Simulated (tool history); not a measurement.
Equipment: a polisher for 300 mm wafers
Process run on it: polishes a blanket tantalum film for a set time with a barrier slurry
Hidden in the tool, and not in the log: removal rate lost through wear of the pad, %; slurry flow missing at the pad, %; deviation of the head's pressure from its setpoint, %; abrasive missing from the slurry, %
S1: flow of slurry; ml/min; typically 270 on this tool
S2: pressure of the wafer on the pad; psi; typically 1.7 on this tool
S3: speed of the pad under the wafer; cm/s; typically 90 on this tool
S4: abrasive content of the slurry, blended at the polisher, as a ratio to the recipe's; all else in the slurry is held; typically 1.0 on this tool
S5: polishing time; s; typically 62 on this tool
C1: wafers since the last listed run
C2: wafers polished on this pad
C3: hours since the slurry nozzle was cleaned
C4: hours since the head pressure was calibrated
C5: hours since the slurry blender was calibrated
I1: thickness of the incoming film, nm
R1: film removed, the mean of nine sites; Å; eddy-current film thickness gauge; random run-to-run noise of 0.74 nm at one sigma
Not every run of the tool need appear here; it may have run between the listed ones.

{"run": 1, "hour": 0.0, "S1": 270, "S2": 1.7, "S3": 90, "S4": 1.0, "S5": 62, "C1": 0, "C2": 278, "C3": 123.6, "C4": 882.9, "C5": 262.3, "I1": 220.0, "R1": 725}
{"run": 2, "hour": 42.1, "S1": 270, "S2": 1.7, "S3": 90, "S4": 1.0, "S5": 62, "C1": 342, "C2": 620, "C3": 165.7, "C4": 925.0, "C5": 304.4, "I1": 219.7, "R1": 717}
{"run": 3, "hour": 78.4, "S1": 270, "S2": 1.7, "S3": 90, "S4": 1.0, "S5": 62, "C1": 295, "C2": 916, "C3": 202.0, "C4": 961.3, "C5": 340.7, "I1": 223.1, "R1": 702}
{"run": 4, "hour": 108.4, "S1": 270, "S2": 1.7, "S3": 90, "S4": 1.0, "S5": 62, "C1": 244, "C2": 1160, "C3": 232.0, "C4": 991.3, "C5": 370.7, "I1": 218.7, "R1": 696}
{"hour": 122.5, "done": "worn pad replaced by a new one"}
{"hour": 128.7, "done": "slurry blender recalibrated"}
{"run": 5, "hour": 139.0, "S1": 270, "S2": 1.7, "S3": 90, "S4": 1.0, "S5": 62, "C1": 200, "C2": 118, "C3": 262.6, "C4": 1021.9, "C5": 10.3, "I1": 222.9, "R1": 657}
{"run": 6, "hour": 192.4, "S1": 270, "S2": 1.7, "S3": 90, "S4": 1.0, "S5": 62, "C1": 434, "C2": 553, "C3": 316.0, "C4": 1075.3, "C5": 63.7, "I1": 218.0, "R1": 638}
{"run": 7, "hour": 220.3, "S1": 270, "S2": 1.7, "S3": 90, "S4": 1.0, "S5": 62, "C1": 227, "C2": 780, "C3": 343.9, "C4": 1103.2, "C5": 91.6, "I1": 220.5, "R1": 639}
{"run": 8, "hour": 253.0, "S1": 220, "S2": 1.7, "S3": 90, "S4": 1.0, "S5": 62, "C1": 266, "C2": 1046, "C3": 376.6, "C4": 1135.9, "C5": 124.3, "I1": 218.4, "R1": 625}
{"hour": 264.0, "done": "worn pad replaced by a new one, repeated, since the last time left the tool worse"}
{"run": 9, "hour": 304.2, "S1": 220, "S2": 1.7, "S3": 90, "S4": 1.0, "S5": 62, "C1": 384, "C2": 327, "C3": 427.8, "C4": 1187.1, "C5": 175.5, "I1": 223.2, "R1": 712}
{"run": 10, "hour": 348.8, "S1": 360, "S2": 1.9, "S3": 114, "S4": 1.0, "S5": 62, "C1": 363, "C2": 690, "C3": 472.4, "C4": 1231.7, "C5": 220.1, "I1": 219.6, "R1": 954}
{"run": 11, "hour": 394.6, "S1": 235, "S2": 2.0, "S3": 90, "S4": 1.0, "S5": 78, "C1": 372, "C2": 1063, "C3": 518.2, "C4": 1277.5, "C5": 265.9, "I1": 219.8, "R1": 1024}
{"hour": 400.3, "done": "head pressure recalibrated"}
{"hour": 429.7, "done": "slurry nozzle cleaned"}
{"hour": 446.8, "done": "worn pad replaced by a new one"}
{"run": 12, "hour": 459.7, "S1": 270, "S2": 1.7, "S3": 90, "S4": 1.0, "S5": 62, "C1": 473, "C2": 105, "C3": 30.0, "C4": 59.4, "C5": 331.0, "I1": 222.9, "R1": 728}
{"hour": 491.0, "done": "slurry blender recalibrated"}
{"run": 13, "hour": 524.7, "S1": 220, "S2": 1.7, "S3": 90, "S4": 1.0, "S5": 62, "C1": 513, "C2": 618, "C3": 95.0, "C4": 124.4, "C5": 33.7, "I1": 219.0, "R1": 714}
{"run": 14, "hour": 564.8, "S1": 310, "S2": 1.9, "S3": 90, "S4": 1.1, "S5": 79, "C1": 326, "C2": 944, "C3": 135.1, "C4": 164.5, "C5": 73.8, "I1": 223.7, "R1": 1041}
{"hour": 612.6, "done": "worn pad replaced by a new one"}
{"run": 15, "hour": 620.1, "S1": 270, "S2": 1.7, "S3": 90, "S4": 1.0, "S5": 62, "C1": 417, "C2": 61, "C3": 190.4, "C4": 219.8, "C5": 129.1, "I1": 219.0, "R1": 724}
{"run": 16, "hour": 682.1, "S1": 245, "S2": 1.2, "S3": 112, "S4": 1.0, "S5": 62, "C1": 504, "C2": 565, "C3": 252.4, "C4": 281.8, "C5": 191.1, "I1": 218.7, "R1": 578}
{"run": 17, "hour": 734.8, "S1": 270, "S2": 1.7, "S3": 90, "S4": 1.0, "S5": 62, "C1": 429, "C2": 995, "C3": 305.1, "C4": 334.5, "C5": 243.8, "I1": 221.7, "R1": 700}
{"run": 18, "hour": 759.3, "S1": 270, "S2": 1.4, "S3": 116, "S4": 1.0, "S5": 62, "C1": 199, "C2": 1194, "C3": 329.6, "C4": 359.0, "C5": 268.3, "I1": 220.0, "R1": 685}

The same runs without the tool's hidden state, with the same run-to-run variation:
run=1 R1=739
run=2 R1=743
run=3 R1=737
run=4 R1=739
run=5 R1=740
run=6 R1=735
run=7 R1=744
run=8 R1=739
run=9 R1=725
run=10 R1=987
run=11 R1=1079
run=12 R1=734
run=13 R1=738
run=14 R1=1093
run=15 R1=735
run=16 R1=601
run=17 R1=742
run=18 R1=733
